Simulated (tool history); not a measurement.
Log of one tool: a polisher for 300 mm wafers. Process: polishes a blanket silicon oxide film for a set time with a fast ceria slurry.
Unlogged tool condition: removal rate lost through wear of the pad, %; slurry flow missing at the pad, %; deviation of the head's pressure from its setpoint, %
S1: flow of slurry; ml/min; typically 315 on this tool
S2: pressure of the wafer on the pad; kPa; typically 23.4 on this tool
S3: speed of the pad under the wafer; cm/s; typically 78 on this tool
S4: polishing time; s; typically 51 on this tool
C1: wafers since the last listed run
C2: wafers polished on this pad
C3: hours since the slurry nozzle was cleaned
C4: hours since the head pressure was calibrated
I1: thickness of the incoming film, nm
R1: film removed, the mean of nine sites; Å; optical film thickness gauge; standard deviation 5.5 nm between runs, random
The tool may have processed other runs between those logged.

Run 1, day 0.000: usual settings but S4 59 s; C1 0; C2 2164; C3 404.3; C4 798.7; I1 3058.8. Result: R1 8161 Å.
Run 2, day 2.121: usual settings but S4 59 s; C1 439; C2 2604; C3 455.2; C4 849.6; I1 3056.8. Result: R1 8111 Å.
Run 3, day 5.421: usual settings but S4 59 s; C1 683; C2 3287; C3 534.4; C4 928.8; I1 3055.0. Result: R1 8152 Å.
At day 9.054: slurry nozzle cleaned.
At day 9.683: worn pad replaced by a new one.
At day 9.704: head pressure recalibrated.
Run 4, day 9.908: usual settings; C1 881; C2 42; C3 20.5; C4 4.9; I1 3078.4. Result: R1 7210 Å.
Run 5, day 12.429: usual settings; C1 522; C2 564; C3 81.0; C4 65.4; I1 3073.0. Result: R1 7223 Å.
Run 6, day 14.042: usual settings; C1 334; C2 898; C3 119.7; C4 104.1; I1 3052.7. Result: R1 7154 Å.
Run 7, day 16.150: usual settings but S2 29.6 kPa; C1 436; C2 1335; C3 170.3; C4 154.7; I1 3071.4. Result: R1 9000 Å.
Run 8, day 18.021: usual settings but S2 29.6 kPa; C1 387; C2 1722; C3 215.2; C4 199.6; I1 3004.9. Result: R1 9105 Å.
Run 9, day 21.838: usual settings but S3 68 cm/s; C1 790; C2 2513; C3 306.8; C4 291.2; I1 3057.9. Result: R1 6174 Å.
Run 10, day 25.879: usual settings but S3 68 cm/s; C1 837; C2 3350; C3 403.8; C4 388.2; I1 3023.5. Result: R1 6145 Å.
At day 33.821: worn pad replaced by a new one.
Run 11, day 35.354: usual settings but S3 68 cm/s; C1 1928; C2 317; C3 631.2; C4 615.6; I1 3055.2. Result: R1 6056 Å.
At day 35.621: slurry nozzle cleaned.
Run 12, day 38.888: usual settings; C1 723; C2 1040; C3 78.4; C4 700.4; I1 3047.4. Result: R1 7164 Å.
At day 50.704: head pressure recalibrated.
Run 13, day 52.196: usual settings; C1 2739; C2 3780; C3 397.8; C4 35.8; I1 3021.8. Result: R1 6942 Å.
Run 14, day 54.688: usual settings; C1 516; C2 4296; C3 457.6; C4 95.6; I1 3042.1. Result: R1 7076 Å.
Run 15, day 57.079: usual settings; C1 495; C2 4791; C3 515.0; C4 153.0; I1 3070.9. Result: R1 7048 Å.
At day 57.679: worn pad replaced by a new one.
At day 58.308: slurry nozzle cleaned.
Run 16, day 59.829: usual settings; C1 526; C2 436; C3 36.5; C4 219.0; I1 3018.8. Result: R1 7177 Å.
Run 17, day 61.342: usual settings; C1 313; C2 749; C3 72.8; C4 255.3; I1 2993.4. Result: R1 7201 Å.
Run 18, day 65.158: usual settings but S1 210 ml/min, S2 18.6 kPa, S4 66 s; C1 790; C2 1540; C3 164.4; C4 346.9; I1 3024.2. Result: R1 7106 Å.
Run 19, day 68.379: usual settings but S1 250 ml/min, S2 31.0 kPa, S3 62 cm/s, S4 58 s; C1 667; C2 2207; C3 241.7; C4 424.2; I1 3084.7. Result: R1 8357 Å.
Run 20, day 71.308: usual settings; C1 606; C2 2814; C3 312.0; C4 494.5; I1 3082.8. Result: R1 7180 Å.
Run 21, day 74.238: usual settings; C1 606; C2 3421; C3 382.3; C4 564.8; I1 3031.8. Result: R1 7087 Å.
Run 22, day 76.758: usual settings but S4 41 s; C1 522; C2 3943; C3 442.8; C4 625.3; I1 3047.5. Result: R1 5604 Å.
Run 23, day 79.633: usual settings but S2 19.3 kPa; C1 595; C2 4538; C3 511.8; C4 694.3; I1 3071.8. Result: R1 5842 Å.
At day 83.088: worn pad replaced by a new one.
Run 24, day 83.708: usual settings but S3 94 cm/s, S4 40 s; C1 809; C2 128; C3 609.6; C4 792.1; I1 3019.1. Result: R1 6622 Å.
At day 83.896: slurry nozzle cleaned.
Run 25, day 85.438: usual settings but S1 255 ml/min, S2 29.6 kPa, S4 56 s; C1 349; C2 478; C3 37.0; C4 833.6; I1 3048.2. Result: R1 9787 Å.
Run 26, day 89.525: usual settings but S2 26.9 kPa, S3 60 cm/s, S4 67 s; C1 846; C2 1325; C3 135.1; C4 931.7; I1 2991.6. Result: R1 8285 Å.
Run 27, day 91.888: usual settings; C1 489; C2 1814; C3 191.8; C4 988.4; I1 3033.9. Result: R1 7086 Å.
At day 92.129: head pressure recalibrated.
Run 28, day 94.021: usual settings but S1 270 ml/min, S4 40 s; C1 424; C2 2239; C3 243.0; C4 45.4; I1 3028.3. Result: R1 5487 Å.
Run 29, day 97.529: usual settings but S1 410 ml/min, S2 30.3 kPa, S3 58 cm/s; C1 726; C2 2965; C3 327.2; C4 129.6; I1 3079.4. Result: R1 6937 Å.
Run 30, day 108.154: usual settings but S1 225 ml/min, S3 102 cm/s, S4 37 s; C1 2200; C2 5166; C3 582.2; C4 384.6; I1 3071.6. Result: R1 6498 Å.
At day 108.550: slurry nozzle cleaned.
At day 108.746: worn pad replaced by a new one.
Run 31, day 111.942: usual settings; C1 741; C2 662; C3 81.4; C4 475.5; I1 3001.8. Result: R1 7183 Å.
Run 32, day 114.850: usual settings but S1 220 ml/min, S2 21.4 kPa, S3 104 cm/s, S4 41 s; C1 602; C2 1264; C3 151.2; C4 545.3; I1 3071.9. Result: R1 6819 Å.
Run 33, day 116.596: usual settings but S2 28.3 kPa, S3 54 cm/s, S4 64 s; C1 361; C2 1626; C3 193.1; C4 587.2; I1 3049.9. Result: R1 7458 Å.

Below are 3 alternative next runs, each starting from the tool's condition after run 33. Predict each:
Run A, day 116.612: usual settings but S3 66 cm/s; C1 3; C2 1629; C3 193.5; C4 587.6; I1 2998.9. Result: R1 ?.
Run B, day 116.612: usual settings but S1 385 ml/min, S3 66 cm/s; C1 3; C2 1629; C3 193.5; C4 587.6; I1 2998.9. Result: R1 ?.
Run C, day 116.612: usual settings but S4 63 s; C1 3; C2 1629; C3 193.5; C4 587.6; I1 2998.9. Result: R1 ?.

run    R1
  A  6046
  B  6120
  C  8826
Stripped of hidden state, with their random variation kept, the same runs would have yielded:
run    R1
  A  6099
  B  6166
  C  8903
